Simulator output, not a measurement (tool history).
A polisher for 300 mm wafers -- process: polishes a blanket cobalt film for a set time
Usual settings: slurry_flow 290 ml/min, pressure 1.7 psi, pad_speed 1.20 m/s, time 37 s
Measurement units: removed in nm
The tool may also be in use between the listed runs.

run,hour,slurry_flow,pressure,pad_speed,time,wafers since the last listed run,wafers polished on this pad,hours since the slurry nozzle was cleaned,hours since the head pressure was calibrated,"incoming thickness of the incoming film, nm",removed
1,0.0,290,1.7,0.90,37,0,35,182.2,1187.9,1263.2,173.7
2,16.5,290,1.7,0.90,37,283,319,198.7,1204.4,1271.5,172.7
# hour 20.5: slurry nozzle cleaned
3,26.1,290,1.7,0.90,37,148,467,5.6,1214.0,1235.4,176.0
4,36.8,255,1.7,1.20,37,184,651,16.3,1224.7,1261.5,230.8
5,49.3,255,1.7,1.20,37,215,866,28.8,1237.2,1250.4,232.3
6,62.4,290,1.7,1.20,37,225,1091,41.9,1250.3,1277.3,235.4
7,78.3,290,1.7,1.20,37,273,1365,57.8,1266.2,1261.3,237.9
# hour 89.9: worn pad replaced by a new one
8,96.2,290,1.7,1.20,37,239,108,75.7,1284.1,1253.0,235.6
9,104.4,290,1.7,1.20,37,141,249,83.9,1292.3,1250.5,230.6
10,112.5,260,1.7,1.20,37,139,389,92.0,1300.4,1248.6,231.2
# hour 156.6: head pressure recalibrated
11,163.3,260,1.7,1.20,37,839,1228,142.8,6.7,1246.3,207.8
12,172.8,290,1.7,0.92,42,163,1392,152.3,16.2,1279.9,184.3
# hour 186.0: worn pad replaced by a new one
13,187.8,290,1.7,0.92,42,189,30,167.3,31.2,1258.5,186.0
14,200.7,290,1.7,0.92,42,222,252,180.2,44.1,1237.3,182.2
# hour 211.9: slurry nozzle cleaned
15,212.4,290,1.7,1.44,37,184,436,0.5,55.8,1241.8,250.5
16,222.7,290,1.7,1.20,37,177,614,10.8,66.1,1243.9,211.0
17,233.5,240,1.5,0.92,45,185,800,21.6,76.9,1260.2,170.0
18,246.8,290,1.7,1.20,37,228,1028,34.9,90.2,1266.3,213.0
19,254.4,290,1.7,1.20,37,130,1159,42.5,97.8,1281.1,213.8
# hour 259.8: worn pad replaced by a new one
20,270.7,290,2.2,1.20,37,211,187,58.8,114.1,1263.7,282.9
21,287.9,290,1.7,1.20,37,296,483,76.0,131.3,1254.4,217.8
22,305.4,245,1.7,1.20,26,301,785,93.5,148.8,1246.3,148.7
23,322.9,290,1.7,0.90,37,301,1086,111.0,166.3,1254.2,162.8
# hour 338.2: worn pad replaced by a new one
24,339.2,385,1.7,1.42,37,211,17,127.3,182.6,1281.0,266.5
25,357.1,215,1.3,0.88,47,308,325,145.2,200.5,1238.5,148.6

The next listed run, before its measurement:
26,372.7,290,1.7,1.04,37,268,594,160.8,216.1,1265.5,?

removed: 188.8 nm
With no hidden state in the tool, this same run would have given removed 180.0 nm.

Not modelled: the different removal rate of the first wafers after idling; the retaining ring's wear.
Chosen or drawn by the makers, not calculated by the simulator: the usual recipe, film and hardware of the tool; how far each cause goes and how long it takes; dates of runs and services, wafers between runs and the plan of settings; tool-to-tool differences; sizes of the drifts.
